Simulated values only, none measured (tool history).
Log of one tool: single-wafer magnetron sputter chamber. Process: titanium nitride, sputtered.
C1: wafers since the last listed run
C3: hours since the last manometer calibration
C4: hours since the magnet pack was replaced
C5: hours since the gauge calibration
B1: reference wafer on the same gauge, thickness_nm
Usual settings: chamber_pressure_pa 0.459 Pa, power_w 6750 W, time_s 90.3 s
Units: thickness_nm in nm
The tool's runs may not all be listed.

Run 1, hour 0.0: usual settings; C1 0; wafers on the sputter target 56; C3 1202.5; C4 10542.0; C5 301.3; B1 141.908. Result: thickness_nm 120.730 nm.
Run 2, hour 18.4: usual settings; C1 340; wafers on the sputter target 397; C3 1220.9; C4 10560.4; C5 319.7; B1 141.930. Result: thickness_nm 119.875 nm.
Run 3, hour 39.6: usual settings; C1 392; wafers on the sputter target 789; C3 1242.1; C4 10581.6; C5 340.9; B1 142.004. Result: thickness_nm 118.675 nm.
Run 4, hour 71.5: usual settings but time_s 81.9 s; C1 590; wafers on the sputter target 1380; C3 1274.0; C4 10613.5; C5 372.8; B1 142.127. Result: thickness_nm 107.957 nm.
Run 5, hour 94.1: usual settings; C1 418; wafers on the sputter target 1798; C3 1296.6; C4 10636.1; C5 395.4; B1 142.249. Result: thickness_nm 117.958 nm.
Run 6, hour 126.7: usual settings but chamber_pressure_pa 0.384 Pa; C1 603; wafers on the sputter target 2401; C3 1329.2; C4 10668.7; C5 428.0; B1 141.904. Result: thickness_nm 118.494 nm.
Run 7, hour 142.2: usual settings but chamber_pressure_pa 0.384 Pa; C1 286; wafers on the sputter target 2688; C3 1344.7; C4 10684.2; C5 443.5; B1 142.106. Result: thickness_nm 118.367 nm.
Run 8, hour 169.1: usual settings but chamber_pressure_pa 0.384 Pa; C1 497; wafers on the sputter target 3186; C3 1371.6; C4 10711.1; C5 470.4; B1 142.153. Result: thickness_nm 117.986 nm.
At hour 207.1: sputter target and shields replaced.
Run 9, hour 276.5: usual settings; C1 1839; wafers on the sputter target 1283; C3 1479.0; C4 10818.5; C5 577.8; B1 142.170. Result: thickness_nm 118.898 nm.
Run 10, hour 296.5: usual settings; C1 370; wafers on the sputter target 1653; C3 1499.0; C4 10838.5; C5 597.8; B1 141.997. Result: thickness_nm 117.824 nm.
Run 11, hour 314.0: usual settings; C1 323; wafers on the sputter target 1977; C3 1516.5; C4 10856.0; C5 615.3; B1 142.166. Result: thickness_nm 116.979 nm.
Run 12, hour 330.6: usual settings but chamber_pressure_pa 0.606 Pa, power_w 5600 W; C1 307; wafers on the sputter target 2284; C3 1533.1; C4 10872.6; C5 631.9; B1 141.881. Result: thickness_nm 95.376 nm.
Run 13, hour 382.7: usual settings but chamber_pressure_pa 0.608 Pa, time_s 82.5 s; C1 964; wafers on the sputter target 3249; C3 1585.2; C4 10924.7; C5 684.0; B1 142.182. Result: thickness_nm 103.693 nm.
At hour 403.1: capacitance manometer re-zeroed and calibrated.
Run 14, hour 403.6: usual settings but power_w 7750 W, time_s 77.9 s; C1 238; wafers on the sputter target 3487; C3 0.5; C4 10945.6; C5 704.9; B1 141.712. Result: thickness_nm 115.338 nm.
At hour 422.0: sputter target and shields replaced.
Run 15, hour 430.1: usual settings but chamber_pressure_pa 0.586 Pa, power_w 7350 W, time_s 96.4 s; C1 342; wafers on the sputter target 150; C3 27.0; C4 10972.1; C5 731.4; B1 142.065. Result: thickness_nm 135.615 nm.
Run 16, hour 461.5: usual settings; C1 581; wafers on the sputter target 731; C3 58.4; C4 11003.5; C5 762.8; B1 141.882. Result: thickness_nm 118.903 nm.
Run 17, hour 490.2: usual settings but chamber_pressure_pa 0.350 Pa, power_w 5300 W, time_s 105.5 s; C1 531; wafers on the sputter target 1262; C3 87.1; C4 11032.2; C5 791.5; B1 141.790. Result: thickness_nm 112.016 nm.
Run 18, hour 503.1: usual settings; C1 238; wafers on the sputter target 1501; C3 100.0; C4 11045.1; C5 804.4; B1 142.159. Result: thickness_nm 118.193 nm.
At hour 511.3: gauge calibrated.
Run 19, hour 517.0: usual settings but chamber_pressure_pa 0.348 Pa, power_w 5150 W, time_s 106.4 s; C1 257; wafers on the sputter target 1758; C3 113.9; C4 11059.0; C5 5.7; B1 142.134. Result: thickness_nm 109.734 nm.
Run 20, hour 547.0: usual settings; C1 555; wafers on the sputter target 2313; C3 143.9; C4 11089.0; C5 35.7; B1 141.703. Result: thickness_nm 117.505 nm.
Run 21, hour 561.6: usual settings but chamber_pressure_pa 0.338 Pa, power_w 7650 W, time_s 81.7 s; C1 270; wafers on the sputter target 2584; C3 158.5; C4 11103.6; C5 50.3; B1 141.951. Result: thickness_nm 121.816 nm.
Run 22, hour 590.9: usual settings but chamber_pressure_pa 0.601 Pa, time_s 104.6 s; C1 542; wafers on the sputter target 3126; C3 187.8; C4 11132.9; C5 79.6; B1 142.264. Result: thickness_nm 131.569 nm.
Run 23, hour 610.7: usual settings but time_s 79.9 s; C1 366; wafers on the sputter target 3492; C3 207.6; C4 11152.7; C5 99.4; B1 141.826. Result: thickness_nm 103.002 nm.
At hour 629.1: sputter target and shields replaced.
Run 24, hour 629.6: usual settings but chamber_pressure_pa 0.519 Pa; C1 201; wafers on the sputter target 8; C3 226.5; C4 11171.6; C5 118.3; B1 141.833. Result: thickness_nm 118.723 nm.
Run 25, hour 659.9: usual settings but chamber_pressure_pa 0.587 Pa, power_w 7200 W, time_s 97.8 s; C1 560; wafers on the sputter target 569; C3 256.8; C4 11201.9; C5 148.6; B1 142.090. Result: thickness_nm 133.477 nm.
At hour 676.3: magnet pack replaced.
Run 26, hour 676.8: usual settings but chamber_pressure_pa 0.305 Pa, power_w 5600 W, time_s 100.6 s; C1 164; wafers on the sputter target 734; C3 273.7; C4 0.5; C5 165.5; B1 142.084. Result: thickness_nm 114.575 nm.
Run 27, hour 690.2: usual settings but chamber_pressure_pa 0.617 Pa, power_w 5050 W, time_s 100.8 s; C1 247; wafers on the sputter target 982; C3 287.1; C4 13.9; C5 178.9; B1 142.206. Result: thickness_nm 97.306 nm.
Run 28, hour 718.4: usual settings; C1 521; wafers on the sputter target 1503; C3 315.3; C4 42.1; C5 207.1; B1 142.327. Result: thickness_nm 117.037 nm.
Run 29, hour 732.6: usual settings but power_w 8200 W; C1 262; wafers on the sputter target 1766; C3 329.5; C4 56.3; C5 221.3; B1 142.236. Result: thickness_nm 141.288 nm.
Run 30, hour 767.4: usual settings; C1 643; wafers on the sputter target 2410; C3 364.3; C4 91.1; C5 256.1; B1 142.123. Result: thickness_nm 116.649 nm.
Run 31, hour 797.0: usual settings but chamber_pressure_pa 0.627 Pa, power_w 7400 W, time_s 103.7 s; C1 547; wafers on the sputter target 2958; C3 393.9; C4 120.7; C5 285.7; B1 141.721. Result: thickness_nm 141.297 nm.
Run 32, hour 822.5: usual settings but power_w 5800 W; C1 471; wafers on the sputter target 3430; C3 419.4; C4 146.2; C5 311.2; B1 142.101. Result: thickness_nm 100.969 nm.
At hour 894.0: sputter target and shields replaced.
Run 33, hour 918.6: usual settings but power_w 6250 W, time_s 106.2 s; C1 1630; wafers on the sputter target 456; C3 515.5; C4 242.3; C5 407.3; B1 141.762. Result: thickness_nm 130.208 nm.

Some steps in thickness_nm between neighbouring runs. How much of each would the tool show without its hidden state too (settings, what came in, random variation), and how much is left for the hidden state, with any gauge scatter that isn't in both results?
The hidden state here: deposition rate above that of a new target (%); true argon pressure above the setpoint (%); gauge reads high (%).
Run 14 -> 15: chamber_pressure_pa 0.459 -> 0.586, power_w 7750 -> 7350, time_s 77.9 -> 96.4, sputter target and shields replaced. thickness_nm +20.277 nm: hidden state +3.252, all else +17.025.
Run 22 -> 23: chamber_pressure_pa 0.601 -> 0.459, time_s 104.6 -> 79.9. thickness_nm -28.567 nm: hidden state +0.919, all else -29.486.
Run 23 -> 24: chamber_pressure_pa 0.459 -> 0.519, time_s 79.9 -> 90.3, sputter target and shields replaced. thickness_nm +15.721 nm: hidden state +3.554, all else +12.167.
Run 31 -> 32: chamber_pressure_pa 0.627 -> 0.459, power_w 7400 -> 5800, time_s 103.7 -> 90.3. thickness_nm -40.328 nm: hidden state +1.288, all else -41.616.
Run 32 -> 33: power_w 5800 -> 6250, time_s 90.3 -> 106.2, sputter target and shields replaced. thickness_nm +29.239 nm: hidden state +1.899, all else +27.340.
